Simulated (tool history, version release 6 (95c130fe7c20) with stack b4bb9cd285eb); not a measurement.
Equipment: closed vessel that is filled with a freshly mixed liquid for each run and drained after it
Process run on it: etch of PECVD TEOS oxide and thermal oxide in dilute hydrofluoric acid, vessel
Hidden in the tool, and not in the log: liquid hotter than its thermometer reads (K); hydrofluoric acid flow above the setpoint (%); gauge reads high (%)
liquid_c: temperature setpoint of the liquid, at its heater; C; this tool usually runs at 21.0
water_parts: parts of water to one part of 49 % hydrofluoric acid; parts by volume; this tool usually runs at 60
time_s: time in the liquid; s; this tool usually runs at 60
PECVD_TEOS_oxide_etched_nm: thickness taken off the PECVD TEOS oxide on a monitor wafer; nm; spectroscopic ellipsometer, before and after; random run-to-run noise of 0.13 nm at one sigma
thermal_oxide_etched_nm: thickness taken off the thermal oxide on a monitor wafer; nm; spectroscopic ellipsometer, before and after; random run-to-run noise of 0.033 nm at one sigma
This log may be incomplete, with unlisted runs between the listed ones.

| run | hour | liquid_c | water_parts | time_s | wafers since the last listed run | hours since the thermometer was replaced | hours since the hydrofluoric acid flow meter was replaced | hours since the gauge calibration | read-back film thickness of the PECVD TEOS oxide reference wafer, read on the same gauge (nm) | read-back film thickness of the thermal oxide reference wafer, read on the same gauge (nm) | PECVD_TEOS_oxide_etched_nm | thermal_oxide_etched_nm |
|---|---|---|---|---|---|---|---|---|---|---|---|---|
| 1 | 0.0 | 22.5 | 60 | 60 | 0 | 345.8 | 1695.8 | 105.2 | 139.97 | 70.009 | 26.95 | 4.449 |
| 2 | 22.1 | 25.0 | 60 | 60 | 2455 | 367.9 | 1717.9 | 127.3 | 140.00 | 69.975 | 30.07 | 5.005 |
| 3 | 45.7 | 25.0 | 60 | 60 | 2622 | 391.5 | 1741.5 | 150.9 | 140.02 | 69.992 | 30.51 | 5.033 |
| 4 | 57.8 | 19.0 | 60 | 35 | 1344 | 403.6 | 1753.6 | 163.0 | 139.98 | 69.951 | 13.83 | 2.320 |
|  | 71.6 | gauge calibrated |
| 5 | 73.9 | 21.0 | 50 | 60 | 1788 | 419.7 | 1769.7 | 2.3 | 139.99 | 70.022 | 31.54 | 5.275 |
| 6 | 100.2 | 21.0 | 50 | 60 | 2922 | 446.0 | 1796.0 | 28.6 | 139.99 | 70.023 | 31.70 | 5.290 |
| 7 | 116.4 | 21.0 | 60 | 60 | 1800 | 462.2 | 1812.2 | 44.8 | 140.01 | 70.015 | 25.96 | 4.325 |
| 8 | 136.2 | 21.0 | 60 | 60 | 2200 | 482.0 | 1832.0 | 64.6 | 139.98 | 70.012 | 25.94 | 4.400 |

Expected results for the next run?
|  | 158.7 | hydrofluoric acid flow meter replaced |
| 9 | 161.3 | 25.0 | 80 | 60 | 2677 | 507.1 | 2.6 | 89.7 | ? | ? | ? | ? |

{"run 9": {"read-back film thickness of the PECVD TEOS oxide reference wafer, read on the same gauge (nm)": 139.98, "read-back film thickness of the thermal oxide reference wafer, read on the same gauge (nm)": 69.965, "PECVD_TEOS_oxide_etched_nm": 22.47, "thermal_oxide_etched_nm": 3.767}}
Had the tool carried no hidden state, the very same run would have given PECVD_TEOS_oxide_etched_nm 20.59 nm, thermal_oxide_etched_nm 3.451 nm.
